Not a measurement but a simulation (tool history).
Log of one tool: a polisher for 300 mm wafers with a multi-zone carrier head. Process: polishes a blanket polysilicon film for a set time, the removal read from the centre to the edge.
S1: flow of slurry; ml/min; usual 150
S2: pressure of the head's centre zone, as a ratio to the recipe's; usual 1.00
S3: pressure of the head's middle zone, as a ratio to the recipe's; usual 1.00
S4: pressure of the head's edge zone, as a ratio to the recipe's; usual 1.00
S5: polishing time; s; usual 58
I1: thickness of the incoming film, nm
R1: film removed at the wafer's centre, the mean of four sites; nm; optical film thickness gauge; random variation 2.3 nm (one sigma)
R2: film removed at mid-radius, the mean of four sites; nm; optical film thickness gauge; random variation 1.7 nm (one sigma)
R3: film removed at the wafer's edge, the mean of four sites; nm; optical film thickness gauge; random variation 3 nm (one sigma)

Run 1, hour 0.0: usual settings; I1 2037.5. Result: R1 241.9 nm, R2 261.2 nm, R3 256.2 nm.
Run 2, hour 16.1: usual settings; I1 2075.6. Result: R1 243.2 nm, R2 258.8 nm, R3 254.4 nm.
Run 3, hour 25.2: usual settings; I1 2038.7. Result: R1 240.5 nm, R2 260.8 nm, R3 259.8 nm.
At hour 36.6: edge zone pressure recalibrated.
Run 4, hour 41.6: usual settings but S4 0.93; I1 2030.9. Result: R1 241.6 nm, R2 259.0 nm, R3 247.2 nm.
Run 5, hour 49.3: usual settings but S4 0.93; I1 2040.2. Result: R1 237.3 nm, R2 263.0 nm, R3 242.3 nm.
Run 6, hour 66.7: usual settings but S2 1.06; I1 2062.9. Result: R1 252.6 nm, R2 260.2 nm, R3 252.4 nm.
At hour 82.8: worn pad replaced by a new one.
Run 7, hour 83.3: usual settings but S1 135 ml/min, S2 1.10, S3 0.93, S4 0.94; I1 2066.6. Result: R1 252.8 nm, R2 242.5 nm, R3 240.4 nm.
Run 8, hour 97.9: usual settings but S1 135 ml/min, S2 1.10, S3 0.93, S4 0.94; I1 2065.6. Result: R1 255.7 nm, R2 244.9 nm, R3 241.4 nm.
At hour 105.3: centre zone pressure recalibrated.
Run 9, hour 106.2: usual settings; I1 2022.1. Result: R1 264.6 nm, R2 260.4 nm, R3 252.7 nm.
Run 10, hour 116.6: usual settings; I1 2088.6. Result: R1 262.4 nm, R2 258.3 nm, R3 257.4 nm.
Run 11, hour 130.6: usual settings but S1 105 ml/min, S2 0.89; I1 2051.7. Result: R1 219.1 nm, R2 244.3 nm, R3 243.5 nm.
At hour 140.4: slurry nozzle cleaned.
At hour 142.4: carrier head's membrane replaced by a new one.
Run 12, hour 145.7: usual settings but S1 190 ml/min, S3 0.95, S4 1.07; I1 2072.5. Result: R1 277.4 nm, R2 258.6 nm, R3 267.3 nm.
Run 13, hour 163.6: usual settings but S2 1.11, S3 1.10; I1 2082.7. Result: R1 295.5 nm, R2 277.4 nm, R3 253.6 nm.
Run 14, hour 174.7: usual settings but S2 1.10, S5 75 s; I1 2092.7. Result: R1 371.0 nm, R2 340.5 nm, R3 333.6 nm.
At hour 186.0: worn pad replaced by a new one.
Run 15, hour 186.5: usual settings but S1 195 ml/min, S2 0.96, S3 0.97, S4 0.90; I1 2044.6. Result: R1 258.8 nm, R2 264.1 nm, R3 246.2 nm.
Run 16, hour 196.4: usual settings; I1 2062.8. Result: R1 262.2 nm, R2 259.5 nm, R3 255.8 nm.
Run 17, hour 205.3: usual settings; I1 2032.6. Result: R1 264.6 nm, R2 259.3 nm, R3 254.5 nm.
Run 18, hour 218.4: usual settings but S1 110 ml/min, S3 0.96, S5 63 s; I1 2063.7. Result: R1 269.1 nm, R2 263.1 nm, R3 268.3 nm.
Run 19, hour 235.3: usual settings but S1 130 ml/min, S2 0.89, S3 0.96; I1 2073.1. Result: R1 228.6 nm, R2 246.5 nm, R3 245.7 nm.
Run 20, hour 244.4: usual settings but S1 180 ml/min, S4 0.88; I1 2052.8. Result: R1 272.3 nm, R2 266.9 nm, R3 244.8 nm.
Run 21, hour 257.2: usual settings but S4 1.09; I1 2046.2. Result: R1 263.9 nm, R2 257.8 nm, R3 262.7 nm.
Run 22, hour 271.7: usual settings; I1 2016.5. Result: R1 265.8 nm, R2 259.0 nm, R3 249.1 nm.
At hour 288.8: worn pad replaced by a new one.
Run 23, hour 289.3: usual settings but S3 0.95, S5 42 s; I1 2057.5. Result: R1 189.0 nm, R2 182.1 nm, R3 184.0 nm.

What the log doesn't show, run by run:
removal rate lost through wear of the pad, %: 0 in every run
slurry flow missing at the pad, %: 0 in every run
deviation of the edge zone's pressure from its setpoint, %: 0 in every run
H1: deviation of the centre zone's pressure from its setpoint, %
run       H1
  1    -7.32
  2    -7.79
  3    -8.06
  4    -8.56
  5     -8.8
  6    -9.36
  7     -9.9
  8    -10.4
  9    0.451
 10    0.448
 11    0.436
 12    0.411
 13    0.368
 14    0.334
 15     0.29
 16    0.249
 17    0.207
 18    0.139
 19   0.0391
 20  -0.0206
 21   -0.111
 22   -0.224
 23   -0.374
